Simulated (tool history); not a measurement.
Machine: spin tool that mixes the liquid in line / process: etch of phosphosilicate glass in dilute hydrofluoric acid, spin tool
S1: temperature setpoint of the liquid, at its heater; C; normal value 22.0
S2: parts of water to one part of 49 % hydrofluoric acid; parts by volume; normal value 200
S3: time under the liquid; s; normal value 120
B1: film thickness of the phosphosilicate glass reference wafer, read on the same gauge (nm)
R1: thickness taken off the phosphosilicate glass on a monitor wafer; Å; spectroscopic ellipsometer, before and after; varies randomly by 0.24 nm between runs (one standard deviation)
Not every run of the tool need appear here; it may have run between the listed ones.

run   hour    S1   S2   S3     B1     R1
  1    0.0  22.0  200  120  40.03  359.9
  2   88.7  22.0  200   90  40.01  274.8
  3  103.8  22.0  200  120  40.00  363.2
  4  122.0  22.0  200  120  40.05  364.8
  5  146.1  22.0  200  120  39.98  365.1
  6  170.3  22.0  200  120  39.97  368.9
  7  204.4  22.0  200  120  39.99  366.9
  8  237.8  22.0  200  120  40.02  369.2
     239.8  -- thermometer replaced
  9  259.9  22.0  245  120  40.01  266.0
 10  273.2  22.0  200  160  39.97  458.2
 11  288.6  22.0  200  155  39.97  445.0
     305.4  -- hydrofluoric acid flow meter replaced
 12  318.2  22.0  200  155  40.00  446.8
 13  350.0  22.0  200  120  39.98  346.7
 14  380.3  19.0  255  120  40.03  228.7
 15  405.8  22.0  240   80  40.01  183.8
 16  432.9  20.0  200  145  39.99  388.1
 17  467.3  22.0  200  120  39.96  350.7
 18  482.0  17.0  105   60  40.00  304.4
 19  512.4  22.0  200  155  39.99  449.9
 20  547.6  22.0  200  155  40.00  451.8
 21  566.0  22.0  135   75  40.04  346.8
     586.0  -- gauge calibrated
 22  601.3  22.0  200  120  39.97  353.6
 23  630.2  22.0  200   75  39.97  221.0
 24  657.0  26.0  200   55  40.01  184.9
 25  690.0  23.5  200   75  39.98  231.1
 26  722.9  23.5  250  165  40.03  387.5
 27  758.6  22.0  155  180  40.01  712.1
 28  779.5  22.0  200  155  40.00  451.2
 29  798.4  25.5  125   50  40.01  290.4
 30  830.1  27.0  200  120  39.99  427.7
 31  861.5  19.5  145  120  40.05  466.7

Forecast run 32:
 32  884.0  24.5  200  120   ?   ?

{"run 32": {"B1": 39.98, "R1": 391.7}}
If the tool had no hidden condition, the same run with the same run-to-run variation would have returned R1 381.1 Å.
